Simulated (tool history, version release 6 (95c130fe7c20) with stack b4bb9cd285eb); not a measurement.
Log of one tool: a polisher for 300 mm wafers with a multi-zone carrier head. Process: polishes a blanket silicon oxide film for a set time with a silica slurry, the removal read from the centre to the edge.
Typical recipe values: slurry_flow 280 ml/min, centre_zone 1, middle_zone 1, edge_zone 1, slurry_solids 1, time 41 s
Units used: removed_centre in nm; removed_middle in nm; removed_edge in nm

| run | day | slurry_flow | centre_zone | middle_zone | edge_zone | slurry_solids | time | wafers since the last listed run | wafers polished on this pad | hours since the slurry nozzle was cleaned | hours since the centre zone pressure was calibrated | hours since the edge zone pressure was calibrated | hours since the carrier head's membrane was replaced | incoming thickness of the incoming film, nm | removed_centre | removed_middle | removed_edge |
|---|---|---|---|---|---|---|---|---|---|---|---|---|---|---|---|---|---|
| 1 | 0 | 280 | 1 | 1 | 1 | 0.85 | 41 | 0 | 3006 | 330.8 | 163.6 | 419.1 | 1249.5 | 1819.4 | 126 | 120.6 | 121.9 |
| 2 | 2.254 | 280 | 1.04 | 0.95 | 1 | 1 | 41 | 802 | 3808 | 384.9 | 217.7 | 473.2 | 1303.6 | 1781.3 | 134.1 | 118.9 | 126.3 |
|  | 2.517 | slurry nozzle cleaned |
|  | 3.271 | carrier head's membrane replaced by a new one |
| 3 | 3.317 | 280 | 1.04 | 0.95 | 1 | 1 | 41 | 289 | 4098 | 19.2 | 243.2 | 498.7 | 1.1 | 1806.9 | 126.5 | 118.7 | 123.7 |
|  | 4.888 | worn pad replaced by a new one |
| 4 | 5.704 | 215 | 1 | 1 | 1 | 1 | 33 | 790 | 290 | 76.5 | 300.5 | 556 | 58.4 | 1776.4 | 117.2 | 116.6 | 116.3 |
| 5 | 7.717 | 280 | 1 | 1 | 1 | 1 | 41 | 716 | 1007 | 124.8 | 348.8 | 604.3 | 106.7 | 1814.3 | 139.1 | 142 | 141 |
| 6 | 8.888 | 280 | 1.05 | 1 | 0.92 | 1 | 41 | 416 | 1424 | 152.9 | 376.9 | 632.4 | 134.8 | 1773.2 | 141.3 | 138 | 133.8 |
| 7 | 11.292 | 280 | 1 | 1 | 1 | 1 | 41 | 855 | 2279 | 210.6 | 434.6 | 690.1 | 192.5 | 1799.5 | 135.8 | 136.9 | 135.4 |
|  | 12.188 | edge zone pressure recalibrated |
| 8 | 12.429 | 280 | 1 | 1 | 0.94 | 0.75 | 41 | 375 | 2655 | 237.9 | 461.9 | 5.8 | 219.8 | 1818.2 | 119.8 | 122.8 | 118 |
| 9 | 14.808 | 280 | 1 | 1 | 1 | 1 | 41 | 847 | 3502 | 295 | 519 | 62.9 | 276.9 | 1791.9 | 125.3 | 128.6 | 130.2 |
| 10 | 16.517 | 280 | 1 | 1 | 1 | 1 | 41 | 608 | 4110 | 336 | 560 | 103.9 | 317.9 | 1807 | 123.3 | 127.9 | 126.6 |
|  | 17.383 | slurry nozzle cleaned |
| 11 | 18.154 | 200 | 1 | 1 | 1.07 | 1.3 | 41 | 568 | 4678 | 18.5 | 599.3 | 143.2 | 357.2 | 1790 | 130.2 | 135.1 | 138.5 |
|  | 19.038 | worn pad replaced by a new one |
| 12 | 20.883 | 305 | 1 | 0.89 | 1 | 1 | 37 | 912 | 657 | 84 | 664.8 | 208.7 | 422.7 | 1774.8 | 121.1 | 115.8 | 125.6 |
| 13 | 22.9 | 280 | 1 | 1 | 1 | 1 | 41 | 717 | 1375 | 132.4 | 713.2 | 257.1 | 471.1 | 1817.1 | 131.5 | 136.8 | 135.6 |
| 14 | 25.183 | 280 | 1 | 1 | 1.03 | 1 | 41 | 812 | 2188 | 187.2 | 768 | 311.9 | 525.9 | 1803.6 | 128.2 | 134 | 134.1 |
| 15 | 26.479 | 280 | 0.92 | 1 | 1 | 1 | 41 | 461 | 2650 | 218.3 | 799.1 | 343 | 557 | 1781.7 | 114.5 | 132.3 | 129.4 |
| 16 | 28.483 | 280 | 1.09 | 1 | 1 | 1.15 | 41 | 713 | 3363 | 266.4 | 847.2 | 391.1 | 605.1 | 1809.6 | 139.1 | 131.6 | 131.3 |
| 17 | 29.829 | 200 | 1 | 1.07 | 1 | 1 | 41 | 479 | 3842 | 298.7 | 879.5 | 423.4 | 637.4 | 1772.3 | 115.7 | 129.8 | 123 |
|  | 31.2 | slurry nozzle cleaned |
| 18 | 31.604 | 280 | 0.92 | 1 | 1 | 1 | 41 | 617 | 4459 | 9.7 | 922.1 | 466 | 680 | 1788.8 | 107 | 122.7 | 120.3 |
|  | 32.558 | worn pad replaced by a new one |
| 19 | 34.654 | 280 | 1 | 1 | 1 | 1 | 41 | 1026 | 745 | 82.9 | 995.3 | 539.2 | 753.2 | 1785.9 | 137.5 | 146.2 | 143.8 |
| 20 | 37 | 280 | 1 | 1 | 1 | 1 | 46 | 835 | 1580 | 139.2 | 1051.6 | 595.5 | 809.5 | 1800.3 | 143.2 | 160.4 | 155.9 |

Hidden state or all else? Some run-to-run changes of removed_centre, split into what the settings, what came in and random variation would give without the hidden state, and what is left for the hidden state (with any gauge scatter that isn't in both results):
What the log doesn't record here: removal rate lost through wear of the pad, %; slurry flow missing at the pad, %; deviation of the centre zone's pressure from its setpoint, %; deviation of the edge zone's pressure from its setpoint, %.
Run 3 -> 4: slurry_flow 280 -> 215, centre_zone 1.04 -> 1, middle_zone 0.95 -> 1, time 41 -> 33, worn pad replaced by a new one. removed_centre -9.3 nm: hidden state +20.5, all else -29.8.
Run 15 -> 16: centre_zone 0.92 -> 1.09, slurry_solids 1 -> 1.15. removed_centre +24.6 nm: hidden state -9.8, all else +34.4.
Run 18 -> 19: centre_zone 0.92 -> 1, worn pad replaced by a new one. removed_centre +30.5 nm: hidden state +18.4, all else +12.1.
